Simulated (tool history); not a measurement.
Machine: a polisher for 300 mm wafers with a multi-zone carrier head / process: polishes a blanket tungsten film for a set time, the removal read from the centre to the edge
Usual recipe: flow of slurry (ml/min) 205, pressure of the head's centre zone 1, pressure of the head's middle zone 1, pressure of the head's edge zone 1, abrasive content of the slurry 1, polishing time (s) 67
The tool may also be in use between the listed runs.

| run | day | flow of slurry (ml/min) | pressure of the head's centre zone | pressure of the head's middle zone | pressure of the head's edge zone | abrasive content of the slurry | polishing time (s) | wafers since the last listed run | wafers polished on this pad | hours since the slurry nozzle was cleaned | hours since the centre zone pressure was calibrated | hours since the edge zone pressure was calibrated | hours since the carrier head's membrane was replaced | incoming thickness of the incoming film, nm | film removed at the wafer's centre (nm) | film removed at mid-radius (nm) | film removed at the wafer's edge (nm) |
|---|---|---|---|---|---|---|---|---|---|---|---|---|---|---|---|---|---|
| 1 | 0 | 205 | 1 | 1 | 1 | 1 | 67 | 0 | 44 | 82.4 | 76.3 | 135.7 | 368.7 | 901.3 | 326.9 | 331.3 | 319 |
| 2 | 0.467 | 205 | 1.09 | 0.93 | 1 | 1 | 67 | 117 | 161 | 93.6 | 87.5 | 146.9 | 379.9 | 887.7 | 353.6 | 314 | 320.3 |
| 3 | 0.933 | 205 | 0.94 | 1 | 1 | 1 | 67 | 117 | 278 | 104.8 | 98.7 | 158.1 | 391.1 | 901.2 | 301.2 | 325.4 | 325.8 |
| 4 | 1.479 | 205 | 1 | 0.89 | 0.89 | 1.3 | 67 | 137 | 415 | 117.9 | 111.8 | 171.2 | 404.2 | 899.3 | 336.5 | 311.5 | 314.9 |
| 5 | 2.117 | 205 | 1 | 1 | 1 | 0.85 | 67 | 160 | 575 | 133.2 | 127.1 | 186.5 | 419.5 | 915.5 | 308 | 308.5 | 293 |
| 6 | 2.675 | 205 | 0.89 | 1 | 0.97 | 1 | 47 | 140 | 715 | 146.6 | 140.5 | 199.9 | 432.9 | 893.7 | 196.6 | 217.3 | 216.2 |
| 7 | 3.15 | 205 | 1 | 1 | 1 | 1 | 67 | 119 | 835 | 158 | 151.9 | 211.3 | 444.3 | 900.6 | 313.2 | 311.4 | 310.9 |
| 8 | 3.767 | 180 | 0.89 | 1 | 1 | 1 | 67 | 154 | 989 | 172.8 | 166.7 | 226.1 | 459.1 | 899.6 | 272.2 | 302.8 | 308.6 |
| 9 | 4.246 | 205 | 1 | 1 | 1 | 1 | 67 | 120 | 1110 | 184.3 | 178.2 | 237.6 | 470.6 | 898.4 | 315.6 | 310.8 | 310.7 |
|  | 4.521 | worn pad replaced by a new one |
|  | 4.933 | carrier head's membrane replaced by a new one |
| 10 | 4.954 | 205 | 1 | 1 | 1 | 1 | 67 | 83 | 56 | 201.3 | 195.2 | 254.6 | 0.5 | 904.2 | 324.5 | 325 | 327 |
|  | 5.204 | slurry nozzle cleaned |
| 11 | 5.542 | 205 | 1 | 1 | 0.95 | 0.9 | 67 | 137 | 193 | 8.1 | 209.3 | 268.7 | 14.6 | 910.5 | 315.4 | 310.8 | 302.1 |
| 12 | 6.258 | 205 | 1 | 1 | 1 | 1 | 67 | 179 | 373 | 25.3 | 226.5 | 285.9 | 31.8 | 906.2 | 318.9 | 317.1 | 311.8 |
| 13 | 6.512 | 205 | 1 | 1 | 1 | 1 | 81 | 63 | 437 | 31.4 | 232.6 | 292 | 37.9 | 904.5 | 386.4 | 375.8 | 371.8 |
| 14 | 7.121 | 225 | 1 | 1.08 | 1 | 1 | 67 | 152 | 590 | 46 | 247.2 | 306.6 | 52.5 | 896.9 | 319.1 | 335.5 | 311.3 |
| 15 | 7.538 | 235 | 1.1 | 1 | 0.96 | 1 | 67 | 104 | 694 | 56 | 257.2 | 316.6 | 62.5 | 913.1 | 351.6 | 316.6 | 300.7 |
| 16 | 8.258 | 205 | 1 | 1 | 1.12 | 1 | 57 | 180 | 875 | 73.3 | 274.5 | 333.9 | 79.8 | 910.9 | 264.6 | 266.9 | 272 |
| 17 | 8.783 | 205 | 1 | 1 | 1 | 1 | 89 | 131 | 1007 | 85.9 | 287.1 | 346.5 | 92.4 | 912.9 | 418.8 | 405.6 | 408.9 |
| 18 | 9.075 | 205 | 0.88 | 1.1 | 1 | 0.75 | 59 | 73 | 1080 | 92.9 | 294.1 | 353.5 | 99.4 | 885.5 | 223 | 284 | 252.2 |
|  | 9.479 | worn pad replaced by a new one |
|  | 9.604 | edge zone pressure recalibrated |
| 19 | 9.625 | 245 | 1 | 1 | 1 | 1 | 67 | 75 | 15 | 106.1 | 307.3 | 0.5 | 112.6 | 898.5 | 335.6 | 336.8 | 329.6 |
| 20 | 9.954 | 260 | 1 | 1 | 1 | 1 | 52 | 82 | 98 | 114 | 315.2 | 8.4 | 120.5 | 889.3 | 257.5 | 261.3 | 248.8 |
| 21 | 10.421 | 205 | 0.92 | 1 | 1 | 1 | 67 | 117 | 215 | 125.2 | 326.4 | 19.6 | 131.7 | 886.8 | 296.2 | 316.5 | 311.2 |

Take each entry between the runs: how does the hidden state at the last listed run before it differ from the hidden state at the first listed run after it?
Run 9 -> run 10: worn pad replaced by a new one (day 4.521); carrier head's membrane replaced by a new one (day 4.933)
  removal rate lost through wear of the pad, %: 5.95 -> 1.61
  measured value less the no-hidden-state value, film removed at the wafer's centre (nm): -19.9 -> -5.3; film removed at mid-radius (nm): -19.7 -> -5.3; film removed at the wafer's edge (nm): -19.7 -> -5.3
Run 10 -> run 11: slurry nozzle cleaned (day 5.204)
  removal rate lost through wear of the pad, %: 1.61 -> 3.1
  measured value less the no-hidden-state value, film removed at the wafer's centre (nm): -5.3 -> -10.1; film removed at mid-radius (nm): -5.3 -> -9.9; film removed at the wafer's edge (nm): -5.3 -> -9.6
Run 18 -> run 19: worn pad replaced by a new one (day 9.479); edge zone pressure recalibrated (day 9.604)
  removal rate lost through wear of the pad, %: 5.97 -> 1.14
  measured value less the no-hidden-state value, film removed at the wafer's centre (nm): -14.1 -> -3.9; film removed at mid-radius (nm): -18.1 -> -3.8; film removed at the wafer's edge (nm): -16 -> -3.8
